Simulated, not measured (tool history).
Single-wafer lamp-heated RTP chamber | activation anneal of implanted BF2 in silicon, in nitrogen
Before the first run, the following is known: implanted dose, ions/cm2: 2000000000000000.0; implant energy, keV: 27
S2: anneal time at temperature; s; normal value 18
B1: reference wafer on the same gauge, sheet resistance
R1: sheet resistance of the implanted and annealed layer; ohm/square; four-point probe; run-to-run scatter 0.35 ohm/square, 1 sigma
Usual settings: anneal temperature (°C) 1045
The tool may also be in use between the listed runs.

{"run": 1, "day": 0.0, "anneal temperature (°C)": 1045, "S2": 18, "B1": 137.92, "R1": 117.9}
{"run": 2, "day": 3.021, "anneal temperature (°C)": 1045, "S2": 18, "B1": 138.02, "R1": 117.48}
{"day": 5.95, "done": "reflector plate cleaned"}
{"run": 3, "day": 14.717, "anneal temperature (°C)": 1045, "S2": 18, "B1": 138.03, "R1": 117.44}
{"day": 15.404, "done": "pyrometer window cleaned and pyrometer calibrated"}
{"run": 4, "day": 16.825, "anneal temperature (°C)": 1045, "S2": 18, "B1": 138.07, "R1": 117.94}
{"run": 5, "day": 19.904, "anneal temperature (°C)": 1045, "S2": 18, "B1": 138.17, "R1": 118.07}
{"run": 6, "day": 23.192, "anneal temperature (°C)": 1045, "S2": 18, "B1": 138.17, "R1": 117.81}
{"run": 7, "day": 25.712, "anneal temperature (°C)": 1051, "S2": 18, "B1": 138.05, "R1": 113.29}
{"run": 8, "day": 28.729, "anneal temperature (°C)": 1045, "S2": 18, "B1": 138.01, "R1": 118.03}
{"run": 9, "day": 31.725, "anneal temperature (°C)": 1045, "S2": 18, "B1": 137.9, "R1": 118.11}
{"run": 10, "day": 33.288, "anneal temperature (°C)": 1045, "S2": 18, "B1": 138.29, "R1": 118.6}
{"day": 35.708, "done": "reflector plate cleaned"}
{"run": 11, "day": 35.729, "anneal temperature (°C)": 1021, "S2": 20, "B1": 137.8, "R1": 136.1}
{"day": 36.812, "done": "pyrometer window cleaned and pyrometer calibrated"}
{"run": 12, "day": 37.129, "anneal temperature (°C)": 1021, "S2": 20, "B1": 138.23, "R1": 136.43}
{"run": 13, "day": 39.979, "anneal temperature (°C)": 1021, "S2": 20, "B1": 137.99, "R1": 136.73}
{"run": 14, "day": 42.775, "anneal temperature (°C)": 1057, "S2": 18, "B1": 137.83, "R1": 108.54}
{"run": 15, "day": 44.362, "anneal temperature (°C)": 1057, "S2": 18, "B1": 137.97, "R1": 108.58}
{"run": 16, "day": 48.308, "anneal temperature (°C)": 1054, "S2": 10, "B1": 137.93, "R1": 123.05}
{"run": 17, "day": 52.004, "anneal temperature (°C)": 1045, "S2": 27, "B1": 138.06, "R1": 108.8}
{"run": 18, "day": 54.392, "anneal temperature (°C)": 1045, "S2": 18, "B1": 138, "R1": 117.87}
{"run": 19, "day": 56.021, "anneal temperature (°C)": 1055, "S2": 18, "B1": 138.07, "R1": 110.43}
{"day": 58.071, "done": "pyrometer window cleaned and pyrometer calibrated"}
{"run": 20, "day": 59.721, "anneal temperature (°C)": 1017, "S2": 11, "B1": 138.06, "R1": 152.76}
{"run": 21, "day": 63.779, "anneal temperature (°C)": 1066, "S2": 11, "B1": 137.9, "R1": 112.26}
{"run": 22, "day": 67.879, "anneal temperature (°C)": 1045, "S2": 18, "B1": 137.99, "R1": 118.26}
{"day": 67.883, "done": "gauge calibrated"}
{"day": 68.354, "done": "reflector plate cleaned"}
{"run": 23, "day": 69.521, "anneal temperature (°C)": 1045, "S2": 18, "B1": 137.86, "R1": 117.92}
{"run": 24, "day": 73.475, "anneal temperature (°C)": 1022, "S2": 18, "B1": 138.1, "R1": 137.79}
{"day": 77.871, "done": "pyrometer window cleaned and pyrometer calibrated"}
{"run": 25, "day": 84.083, "anneal temperature (°C)": 1015, "S2": 21, "B1": 138.12, "R1": 140.87}
{"run": 26, "day": 87.658, "anneal temperature (°C)": 1045, "S2": 18, "B1": 138.09, "R1": 117.61}
{"run": 27, "day": 90.658, "anneal temperature (°C)": 1017, "S2": 26, "B1": 138.02, "R1": 134.29}
{"run": 28, "day": 94.521, "anneal temperature (°C)": 1045, "S2": 26, "B1": 137.87, "R1": 109.38}
{"day": 96.425, "done": "reflector plate cleaned"}
{"run": 29, "day": 97.5, "anneal temperature (°C)": 1073, "S2": 11, "B1": 137.93, "R1": 106.32}
{"day": 99.888, "done": "pyrometer window cleaned and pyrometer calibrated"}
{"run": 30, "day": 101.112, "anneal temperature (°C)": 1028, "S2": 24, "B1": 137.95, "R1": 125.8}
{"run": 31, "day": 104.292, "anneal temperature (°C)": 1015, "S2": 27, "B1": 138.05, "R1": 135.48}

What if the next run were any one of these 3? Each begins from the tool's condition after run 31:
{"run": "A", "day": 104.308, "anneal temperature (°C)": 1045, "S2": 18, "B1": "?", "R1": "?"}
{"run": "B", "day": 104.308, "anneal temperature (°C)": 1064, "S2": 23, "B1": "?", "R1": "?"}
{"run": "C", "day": 104.308, "anneal temperature (°C)": 1031, "S2": 9, "B1": "?", "R1": "?"}

run=A B1=137.92 R1=118.05
run=B B1=137.92 R1=98.45
run=C B1=137.92 R1=144.18
With the hidden condition removed and each run's random variation left untouched, the same runs would have given:
run=A R1=118.05
run=B R1=98.45
run=C R1=144.18
